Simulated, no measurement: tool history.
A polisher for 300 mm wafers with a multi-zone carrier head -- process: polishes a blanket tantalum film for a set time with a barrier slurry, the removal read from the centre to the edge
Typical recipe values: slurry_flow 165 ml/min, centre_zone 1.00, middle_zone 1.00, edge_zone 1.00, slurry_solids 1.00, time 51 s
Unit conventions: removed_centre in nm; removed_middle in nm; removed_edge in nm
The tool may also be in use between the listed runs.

run    hour  slurry_flow  centre_zone  middle_zone  edge_zone  slurry_solids  time  incoming thickness of the incoming film, nm  removed_centre  removed_middle  removed_edge
  1     0.0          165         1.00         1.00       1.00           1.00    51                                        345.5            59.1            60.2          61.2
      166.7  -- slurry nozzle cleaned
  2   304.1          165         1.00         1.00       1.00           1.00    51                                        341.8            57.0            57.1          58.6
      337.2  -- worn pad replaced by a new one
  3   353.5          165         1.00         1.00       1.00           1.00    51                                        333.4            60.5            60.7          60.5
  4   402.4          165         1.00         1.00       1.00           1.00    51                                        338.7            60.1            58.9          61.2
      505.2  -- centre zone pressure recalibrated
  5   508.8          165         1.00         1.00       1.00           1.00    51                                        336.0            58.5            60.4          60.3
      515.5  -- carrier head's membrane replaced by a new one
      537.9  -- slurry nozzle cleaned
  6   561.8          165         1.00         1.00       1.00           1.00    51                                        338.3            58.3            60.4          59.2
      605.4  -- edge zone pressure recalibrated
  7   609.7          210         1.00         1.00       1.00           1.00    51                                        343.3            60.5            61.7          61.5
      661.2  -- worn pad replaced by a new one
  8   686.0          210         1.00         1.00       1.00           1.00    51                                        343.6            62.7            61.7          63.2
  9   746.8          165         1.00         1.00       1.00           1.00    51                                        338.5            59.8            59.4          60.7
 10   803.9          165         1.03         1.00       1.00           1.00    51                                        334.8            60.0            58.9          60.4
      894.9  -- slurry nozzle cleaned
 11   901.4          165         1.00         1.00       1.00           1.00    51                                        344.1            58.9            58.8          58.6
      938.2  -- worn pad replaced by a new one
 12   945.9          165         1.11         1.00       1.00           1.00    46                                        334.8            60.4            55.1          54.9
 13   999.6          165         0.95         1.00       1.05           1.00    64                                        340.6            70.8            76.1          78.4
 14  1080.5          165         1.00         1.00       1.00           1.00    51                                        339.8            59.2            60.3          60.9
     1137.2  -- carrier head's membrane replaced by a new one
 15  1137.7          195         1.00         1.00       1.00           1.00    51                                        338.0            62.3            60.9          60.9
 16  1195.6          140         1.00         1.00       1.00           1.00    51                                        337.1            56.2            55.7          57.8
     1213.0  -- worn pad replaced by a new one
 17  1253.6          165         1.00         1.00       1.00           1.00    51                                        341.8            59.4            61.4          60.0
     1267.1  -- slurry nozzle cleaned
 18  1331.3          165         1.00         1.00       0.90           0.90    68                                        335.9            77.5            77.7          74.9
 19  1368.9          110         0.91         1.00       1.00           1.00    51                                        337.7            48.3            54.6          55.3
     1456.3  -- centre zone pressure recalibrated
 20  1474.4          165         1.00         1.00       0.91           1.00    51                                        340.3            57.9            58.6          56.6

Forecast each of these 5 alternatives for the next run:
  A  1474.8          165         1.00         1.00       1.00           1.00    51                                        339.4               ?               ?             ?
  B  1474.8          135         0.96         1.00       1.00           1.00    51                                        339.4               ?               ?             ?
  C  1474.8          225         1.00         1.00       1.00           1.00    51                                        339.4               ?               ?             ?
  D  1474.8          165         1.09         1.11       1.00           1.00    51                                        339.4               ?               ?             ?
  E  1474.8          220         1.05         1.00       1.04           1.25    51                                        339.4               ?               ?             ?

run  removed_centre  removed_middle  removed_edge
  A            59.0            59.5          58.1
  B            53.9            57.0          56.3
  C            62.4            62.6          60.3
  D            64.4            64.8          58.0
  E            68.7            65.6          64.5
Stripped of hidden state, with their random variation kept, the same runs would have yielded:
run  removed_centre  removed_middle  removed_edge
  A            61.0            61.5          60.1
  B            55.7            58.9          58.2
  C            64.5            64.7          62.3
  D            66.6            67.0          60.0
  E            71.0            67.8          66.7
